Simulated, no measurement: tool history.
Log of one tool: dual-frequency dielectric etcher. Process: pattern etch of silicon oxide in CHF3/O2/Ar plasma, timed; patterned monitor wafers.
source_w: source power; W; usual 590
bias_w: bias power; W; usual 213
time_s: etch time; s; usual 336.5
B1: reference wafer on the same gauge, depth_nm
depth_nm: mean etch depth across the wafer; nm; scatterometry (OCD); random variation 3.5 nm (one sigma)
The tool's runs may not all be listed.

{"run": 1, "hour": 0.0, "source_w": 590, "bias_w": 213, "time_s": 336.5, "B1": 756.2, "depth_nm": 746.5}
{"hour": 72.2, "done": "wet clean of the chamber"}
{"run": 2, "hour": 72.7, "source_w": 590, "bias_w": 213, "time_s": 336.5, "B1": 755.4, "depth_nm": 743.2}
{"run": 3, "hour": 114.7, "source_w": 590, "bias_w": 213, "time_s": 336.5, "B1": 756.1, "depth_nm": 748.3}
{"run": 4, "hour": 160.4, "source_w": 590, "bias_w": 213, "time_s": 336.5, "B1": 755.8, "depth_nm": 747}
{"run": 5, "hour": 214.8, "source_w": 590, "bias_w": 213, "time_s": 336.5, "B1": 756.3, "depth_nm": 741.7}
{"run": 6, "hour": 286.8, "source_w": 590, "bias_w": 213, "time_s": 336.5, "B1": 756.4, "depth_nm": 749.6}
{"run": 7, "hour": 312.6, "source_w": 590, "bias_w": 213, "time_s": 336.5, "B1": 755.9, "depth_nm": 743}
{"run": 8, "hour": 347.3, "source_w": 590, "bias_w": 213, "time_s": 336.5, "B1": 756.6, "depth_nm": 742.5}
{"hour": 386.2, "done": "bias power generator calibrated"}
{"hour": 402.1, "done": "upper electrode replaced"}
{"run": 9, "hour": 402.6, "source_w": 590, "bias_w": 213, "time_s": 336.5, "B1": 756.4, "depth_nm": 743}
{"hour": 442.3, "done": "source power generator calibrated"}
{"run": 10, "hour": 448.7, "source_w": 590, "bias_w": 213, "time_s": 336.5, "B1": 756.7, "depth_nm": 746.1}
{"hour": 471.2, "done": "gauge calibrated"}
{"run": 11, "hour": 486.7, "source_w": 590, "bias_w": 213, "time_s": 336.5, "B1": 756.1, "depth_nm": 741.9}
{"run": 12, "hour": 531.8, "source_w": 590, "bias_w": 180, "time_s": 336.5, "B1": 755.8, "depth_nm": 713}
{"run": 13, "hour": 593.2, "source_w": 590, "bias_w": 213, "time_s": 336.5, "B1": 756.6, "depth_nm": 749.2}
{"run": 14, "hour": 636.4, "source_w": 590, "bias_w": 252, "time_s": 416, "B1": 756.5, "depth_nm": 959.4}
{"run": 15, "hour": 698.4, "source_w": 590, "bias_w": 213, "time_s": 296, "B1": 755.8, "depth_nm": 655.4}
{"hour": 745.7, "done": "wet clean of the chamber"}
{"run": 16, "hour": 767.0, "source_w": 440, "bias_w": 251, "time_s": 242, "B1": 755.8, "depth_nm": 458.8}
{"run": 17, "hour": 827.7, "source_w": 710, "bias_w": 188, "time_s": 336.5, "B1": 755.3, "depth_nm": 805.4}
{"run": 18, "hour": 861.8, "source_w": 590, "bias_w": 213, "time_s": 362, "B1": 755.3, "depth_nm": 798.4}
{"run": 19, "hour": 890.2, "source_w": 590, "bias_w": 253, "time_s": 363, "B1": 755.9, "depth_nm": 841.7}
{"run": 20, "hour": 987.5, "source_w": 590, "bias_w": 213, "time_s": 336.5, "B1": 755.3, "depth_nm": 744.4}
{"run": 21, "hour": 1028.1, "source_w": 520, "bias_w": 213, "time_s": 263.5, "B1": 755.5, "depth_nm": 543.2}
{"run": 22, "hour": 1077.2, "source_w": 590, "bias_w": 213, "time_s": 336.5, "B1": 755.5, "depth_nm": 750.2}
{"run": 23, "hour": 1134.0, "source_w": 700, "bias_w": 247, "time_s": 336.5, "B1": 755.8, "depth_nm": 860.9}

The next listed run, before its measurement:
{"run": 24, "hour": 1177.1, "source_w": 590, "bias_w": 193, "time_s": 262.5, "B1": "?", "depth_nm": "?"}

B1: 756.3
depth_nm: 567.8 nm
Without the tool's hidden state the same run would have given depth_nm 567.8 nm.
